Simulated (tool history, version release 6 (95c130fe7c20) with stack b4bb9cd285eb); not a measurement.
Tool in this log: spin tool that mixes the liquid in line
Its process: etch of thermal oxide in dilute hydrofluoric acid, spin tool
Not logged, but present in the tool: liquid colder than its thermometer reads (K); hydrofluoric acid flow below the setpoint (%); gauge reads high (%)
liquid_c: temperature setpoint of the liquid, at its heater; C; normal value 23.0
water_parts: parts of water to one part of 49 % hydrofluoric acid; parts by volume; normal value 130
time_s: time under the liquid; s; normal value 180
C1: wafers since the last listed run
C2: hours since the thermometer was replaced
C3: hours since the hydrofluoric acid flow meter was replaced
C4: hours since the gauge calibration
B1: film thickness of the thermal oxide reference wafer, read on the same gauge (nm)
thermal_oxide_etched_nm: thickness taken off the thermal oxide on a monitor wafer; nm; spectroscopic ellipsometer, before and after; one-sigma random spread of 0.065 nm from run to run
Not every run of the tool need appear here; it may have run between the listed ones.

run 1 hour=0.0 | liquid_c=23.0 water_parts=155 time_s=180 | C1=0 C2=1649.0 C3=1211.9 C4=524.5 | B1=140.00 | thermal_oxide_etched_nm=5.08
run 2 hour=26.6 | liquid_c=23.0 water_parts=155 time_s=180 | C1=115 C2=1675.6 C3=1238.5 C4=551.1 | B1=140.00 | thermal_oxide_etched_nm=5.07
-- hour=43.9 gauge calibrated
run 3 hour=60.2 | liquid_c=23.0 water_parts=130 time_s=180 | C1=146 C2=1709.2 C3=1272.1 C4=16.3 | B1=140.00 | thermal_oxide_etched_nm=6.27
run 4 hour=75.8 | liquid_c=23.0 water_parts=115 time_s=180 | C1=67 C2=1724.8 C3=1287.7 C4=31.9 | B1=139.99 | thermal_oxide_etched_nm=7.05
run 5 hour=96.2 | liquid_c=22.0 water_parts=130 time_s=180 | C1=88 C2=1745.2 C3=1308.1 C4=52.3 | B1=139.98 | thermal_oxide_etched_nm=5.98
run 6 hour=111.1 | liquid_c=27.0 water_parts=130 time_s=245 | C1=64 C2=1760.1 C3=1323.0 C4=67.2 | B1=140.03 | thermal_oxide_etched_nm=9.74
run 7 hour=125.0 | liquid_c=27.0 water_parts=130 time_s=245 | C1=60 C2=1774.0 C3=1336.9 C4=81.1 | B1=140.01 | thermal_oxide_etched_nm=9.94
run 8 hour=216.9 | liquid_c=27.0 water_parts=130 time_s=245 | C1=399 C2=1865.9 C3=1428.8 C4=173.0 | B1=139.99 | thermal_oxide_etched_nm=9.84
run 9 hour=245.9 | liquid_c=22.0 water_parts=115 time_s=180 | C1=126 C2=1894.9 C3=1457.8 C4=202.0 | B1=140.00 | thermal_oxide_etched_nm=6.91
run 10 hour=280.1 | liquid_c=22.0 water_parts=115 time_s=180 | C1=148 C2=1929.1 C3=1492.0 C4=236.2 | B1=140.01 | thermal_oxide_etched_nm=6.87
run 11 hour=313.7 | liquid_c=22.0 water_parts=115 time_s=180 | C1=146 C2=1962.7 C3=1525.6 C4=269.8 | B1=140.01 | thermal_oxide_etched_nm=6.84
run 12 hour=343.3 | liquid_c=23.0 water_parts=105 time_s=180 | C1=128 C2=1992.3 C3=1555.2 C4=299.4 | B1=140.02 | thermal_oxide_etched_nm=7.92
run 13 hour=378.8 | liquid_c=23.0 water_parts=105 time_s=180 | C1=154 C2=2027.8 C3=1590.7 C4=334.9 | B1=139.99 | thermal_oxide_etched_nm=7.81
run 14 hour=414.2 | liquid_c=23.0 water_parts=105 time_s=180 | C1=153 C2=2063.2 C3=1626.1 C4=370.3 | B1=140.00 | thermal_oxide_etched_nm=7.97
run 15 hour=427.1 | liquid_c=23.0 water_parts=130 time_s=180 | C1=56 C2=2076.1 C3=1639.0 C4=383.2 | B1=140.00 | thermal_oxide_etched_nm=6.10
run 16 hour=456.3 | liquid_c=23.0 water_parts=130 time_s=180 | C1=126 C2=2105.3 C3=1668.2 C4=412.4 | B1=139.99 | thermal_oxide_etched_nm=6.16
run 17 hour=484.8 | liquid_c=23.0 water_parts=150 time_s=220 | C1=123 C2=2133.8 C3=1696.7 C4=440.9 | B1=139.98 | thermal_oxide_etched_nm=6.41
run 18 hour=513.3 | liquid_c=19.5 water_parts=180 time_s=75 | C1=123 C2=2162.3 C3=1725.2 C4=469.4 | B1=140.00 | thermal_oxide_etched_nm=1.54
run 19 hour=537.4 | liquid_c=25.0 water_parts=130 time_s=150 | C1=104 C2=2186.4 C3=1749.3 C4=493.5 | B1=140.01 | thermal_oxide_etched_nm=5.46
run 20 hour=549.7 | liquid_c=23.0 water_parts=130 time_s=70 | C1=53 C2=2198.7 C3=1761.6 C4=505.8 | B1=140.02 | thermal_oxide_etched_nm=2.39
-- hour=554.4 gauge calibrated
run 21 hour=573.0 | liquid_c=27.5 water_parts=130 time_s=180 | C1=101 C2=2222.0 C3=1784.9 C4=18.6 | B1=140.02 | thermal_oxide_etched_nm=7.27
run 22 hour=586.0 | liquid_c=23.0 water_parts=130 time_s=180 | C1=56 C2=2235.0 C3=1797.9 C4=31.6 | B1=140.00 | thermal_oxide_etched_nm=6.13
run 23 hour=603.8 | liquid_c=23.0 water_parts=130 time_s=180 | C1=77 C2=2252.8 C3=1815.7 C4=49.4 | B1=139.99 | thermal_oxide_etched_nm=6.08
-- hour=617.5 hydrofluoric acid flow meter replaced
run 24 hour=625.3 | liquid_c=21.0 water_parts=130 time_s=230 | C1=89 C2=2274.3 C3=7.8 C4=70.9 | B1=140.01 | thermal_oxide_etched_nm=7.19
run 25 hour=645.4 | liquid_c=26.5 water_parts=160 time_s=105 | C1=87 C2=2294.4 C3=27.9 C4=91.0 | B1=140.00 | thermal_oxide_etched_nm=3.20
run 26 hour=658.4 | liquid_c=19.5 water_parts=175 time_s=230 | C1=56 C2=2307.4 C3=40.9 C4=104.0 | B1=140.02 | thermal_oxide_etched_nm=4.83
-- hour=659.5 thermometer replaced
run 27 hour=671.1 | liquid_c=19.5 water_parts=150 time_s=135 | C1=50 C2=11.6 C3=53.6 C4=116.7 | B1=140.00 | thermal_oxide_etched_nm=3.72
run 28 hour=689.8 | liquid_c=23.0 water_parts=130 time_s=180 | C1=81 C2=30.3 C3=72.3 C4=135.4 | B1=139.99 | thermal_oxide_etched_nm=6.69
run 29 hour=705.9 | liquid_c=27.5 water_parts=65 time_s=125 | C1=70 C2=46.4 C3=88.4 C4=151.5 | B1=140.00 | thermal_oxide_etched_nm=12.15
run 30 hour=732.2 | liquid_c=23.0 water_parts=170 time_s=180 | C1=114 C2=72.7 C3=114.7 C4=177.8 | B1=139.99 | thermal_oxide_etched_nm=4.96
run 31 hour=756.5 | liquid_c=18.5 water_parts=155 time_s=105 | C1=105 C2=97.0 C3=139.0 C4=202.1 | B1=140.00 | thermal_oxide_etched_nm=2.67
run 32 hour=783.0 | liquid_c=23.0 water_parts=80 time_s=210 | C1=115 C2=123.5 C3=165.5 C4=228.6 | B1=140.01 | thermal_oxide_etched_nm=13.34
run 33 hour=806.5 | liquid_c=19.5 water_parts=150 time_s=135 | C1=102 C2=147.0 C3=189.0 C4=252.1 | B1=139.99 | thermal_oxide_etched_nm=3.72
run 34 hour=839.8 | liquid_c=19.5 water_parts=185 time_s=280 | C1=144 C2=180.3 C3=222.3 C4=285.4 | B1=140.00 | thermal_oxide_etched_nm=5.93
run 35 hour=886.5 | liquid_c=27.5 water_parts=75 time_s=180 | C1=203 C2=227.0 C3=269.0 C4=332.1 | B1=139.98 | thermal_oxide_etched_nm=14.57

Hidden state at the last listed run before each entry between runs and at the first one after, where it differs:
In the gap between runs 2 and 3: gauge calibrated (hour 43.9)
  liquid colder than its thermometer reads (K): 2.03 -> 2.07
  the result without the hidden state subtracted from the measured one, thermal_oxide_etched_nm: -0.41 -> -0.53 nm
In the gap between runs 20 and 21: gauge calibrated (hour 554.4)
  liquid colder than its thermometer reads (K): 2.58 -> 2.6
  the result without the hidden state subtracted from the measured one, thermal_oxide_etched_nm: -0.26 -> -0.75 nm
In the gap between runs 23 and 24: hydrofluoric acid flow meter replaced (hour 617.5)
  liquid colder than its thermometer reads (K): 2.63 -> 2.66
  the result without the hidden state subtracted from the measured one, thermal_oxide_etched_nm: -0.67 -> -0.82 nm
In the gap between runs 26 and 27: thermometer replaced (hour 659.5)
  liquid colder than its thermometer reads (K): 2.69 -> 0.202
  the result without the hidden state subtracted from the measured one, thermal_oxide_etched_nm: -0.55 -> -0.03 nm

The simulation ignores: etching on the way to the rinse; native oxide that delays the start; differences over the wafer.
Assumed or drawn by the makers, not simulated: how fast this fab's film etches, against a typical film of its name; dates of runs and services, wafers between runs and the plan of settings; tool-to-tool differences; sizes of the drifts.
